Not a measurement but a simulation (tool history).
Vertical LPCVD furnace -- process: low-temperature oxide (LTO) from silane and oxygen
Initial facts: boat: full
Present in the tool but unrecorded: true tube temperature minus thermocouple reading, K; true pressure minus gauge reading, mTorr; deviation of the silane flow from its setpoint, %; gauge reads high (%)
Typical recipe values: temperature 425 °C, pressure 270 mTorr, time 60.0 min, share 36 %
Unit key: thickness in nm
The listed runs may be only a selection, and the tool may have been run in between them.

run,hour,temperature,pressure,time,share,wafers since the last listed run,hours since the last temperature calibration,hours since the pressure gauge was zeroed,hours since the silane flow controller was replaced,hours since the gauge calibration,"read-back reference wafer on the same gauge, thickness",thickness
1,0.0,425,270,60.0,33,0,1474.9,1102.9,2283.0,296.7,775.46,644.09
2,61.9,425,270,60.0,33,967,1536.8,1164.8,2344.9,358.6,774.33,644.22
3,110.3,425,270,44.5,36,756,1585.2,1213.2,2393.3,407.0,775.12,537.76
4,161.2,425,270,44.5,36,795,1636.1,1264.1,2444.2,457.9,774.69,534.43
5,190.6,425,270,44.5,36,459,1665.5,1293.5,2473.6,487.3,774.83,537.16
6,258.0,425,270,60.0,36,1053,1732.9,1360.9,2541.0,554.7,775.89,724.99
# hour 327.6: silane flow controller replaced
# hour 333.8: gauge calibrated
7,350.3,425,270,60.0,36,1067,1825.2,1453.2,22.7,16.5,775.42,730.53
8,381.9,421,210,37.0,33,493,1856.8,1484.8,54.3,48.1,775.36,294.20
# hour 414.8: pressure gauge zeroed
# hour 429.8: thermocouples replaced and temperature profile calibrated
9,503.8,425,270,60.0,36,1295,74.0,89.0,176.2,170.0,774.82,737.97
10,558.3,435,215,60.0,36,851,128.5,143.5,230.7,224.5,774.69,642.07
11,598.1,425,270,60.0,36,622,168.3,183.3,270.5,264.3,774.90,729.31
12,633.9,425,225,60.0,36,559,204.1,219.1,306.3,300.1,775.36,603.46
13,680.5,430,325,39.5,38,728,250.7,265.7,352.9,346.7,774.68,647.23
14,718.6,419,270,60.0,34,595,288.8,303.8,391.0,384.8,775.24,632.75

Consider 5 possible next runs. They are alternatives, not a sequence: every one starts from the tool as it was left by run 14. What does each give?
A,723.0,425,270,60.0,36,68,293.2,308.2,395.4,389.2,?,?
B,723.0,425,230,60.0,36,68,293.2,308.2,395.4,389.2,?,?
C,723.0,425,205,50.5,36,68,293.2,308.2,395.4,389.2,?,?
D,723.0,417,225,48.5,39,68,293.2,308.2,395.4,389.2,?,?
E,723.0,415,270,80.0,30,68,293.2,308.2,395.4,389.2,?,?

run,"read-back reference wafer on the same gauge, thickness",thickness
A,775.34,722.29
B,775.34,612.13
C,775.34,457.27
D,775.34,490.04
E,775.34,678.27
Without the tool's unlogged condition, the same runs would have read:
run,thickness
A,741.14
B,631.34
C,473.62
D,505.80
E,695.77

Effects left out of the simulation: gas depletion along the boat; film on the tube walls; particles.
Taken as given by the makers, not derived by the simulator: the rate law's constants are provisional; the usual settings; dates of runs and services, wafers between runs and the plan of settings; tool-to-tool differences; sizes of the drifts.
